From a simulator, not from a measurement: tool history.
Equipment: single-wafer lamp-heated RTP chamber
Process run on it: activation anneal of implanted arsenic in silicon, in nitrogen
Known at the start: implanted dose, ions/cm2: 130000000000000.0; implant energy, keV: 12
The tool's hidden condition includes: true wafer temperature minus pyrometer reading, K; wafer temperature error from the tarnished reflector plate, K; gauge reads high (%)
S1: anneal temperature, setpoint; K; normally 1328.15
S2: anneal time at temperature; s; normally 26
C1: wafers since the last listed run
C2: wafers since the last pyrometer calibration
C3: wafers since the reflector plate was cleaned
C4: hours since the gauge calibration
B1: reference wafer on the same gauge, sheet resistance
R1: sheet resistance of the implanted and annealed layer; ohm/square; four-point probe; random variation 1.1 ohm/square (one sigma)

run	hour	S1	S2	C1	C2	C3	C4	B1	R1
1	0.0	1309.15	26	0	4145	4050	522.3	683.65	587.82
# hour 17.9: reflector plate cleaned
# hour 33.5: pyrometer window cleaned and pyrometer calibrated
2	68.3	1309.15	26	683	454	553	590.6	684.31	591.79
3	152.5	1328.15	26	1100	1554	1653	674.8	684.21	584.52
4	242.4	1328.15	21	1174	2729	2828	764.7	683.96	587.38
# hour 288.5: reflector plate cleaned
5	299.1	1328.15	26	636	3365	139	821.4	684.02	582.20
6	344.2	1328.15	26	589	3954	728	866.5	683.76	580.17
7	391.5	1328.15	26	617	4572	1346	913.8	684.42	579.86
# hour 422.5: pyrometer window cleaned and pyrometer calibrated
8	429.9	1321.15	19	397	96	1743	952.2	683.99	592.45
9	480.8	1321.15	19	665	761	2408	1003.1	683.93	592.76
10	582.7	1328.15	14	1331	2093	3739	1105.0	683.97	592.67
# hour 601.3: reflector plate cleaned
# hour 632.1: gauge calibrated
11	651.8	1328.15	21	798	2891	659	19.7	684.02	588.03
12	711.8	1355.15	11	783	3675	1443	79.7	684.18	586.79
# hour 787.4: pyrometer window cleaned and pyrometer calibrated
13	809.8	1316.15	26	1175	292	2619	177.7	684.43	590.50
# hour 865.3: reflector plate cleaned
14	865.8	1354.15	15	627	919	7	233.7	684.21	584.27
15	957.7	1338.15	39	1200	2120	1207	325.6	684.35	570.20
16	1024.2	1306.15	30	868	2989	2076	392.1	683.86	588.85
17	1072.5	1328.15	26	631	3620	2707	440.4	684.49	582.58
# hour 1144.0: reflector plate cleaned
# hour 1167.5: pyrometer window cleaned and pyrometer calibrated
18	1176.5	1341.15	33	1149	117	319	544.4	683.63	572.32

Branching from run 18: 5 alternative next runs. What would each branch give?
A	1176.9	1328.15	13	5	122	325	544.8	?	?
B	1176.9	1319.15	38	5	122	325	544.8	?	?
C	1176.9	1346.15	26	5	122	325	544.8	?	?
D	1176.9	1319.15	26	5	122	325	544.8	?	?
E	1176.9	1343.15	26	5	122	325	544.8	?	?

run	B1	R1
A	683.60	593.86
B	683.60	580.31
C	683.60	575.02
D	683.60	587.12
E	683.60	576.58
With the hidden condition removed and each run's random variation left untouched, the same runs would have given:
run	R1
A	593.99
B	580.55
C	575.29
D	587.30
E	576.83
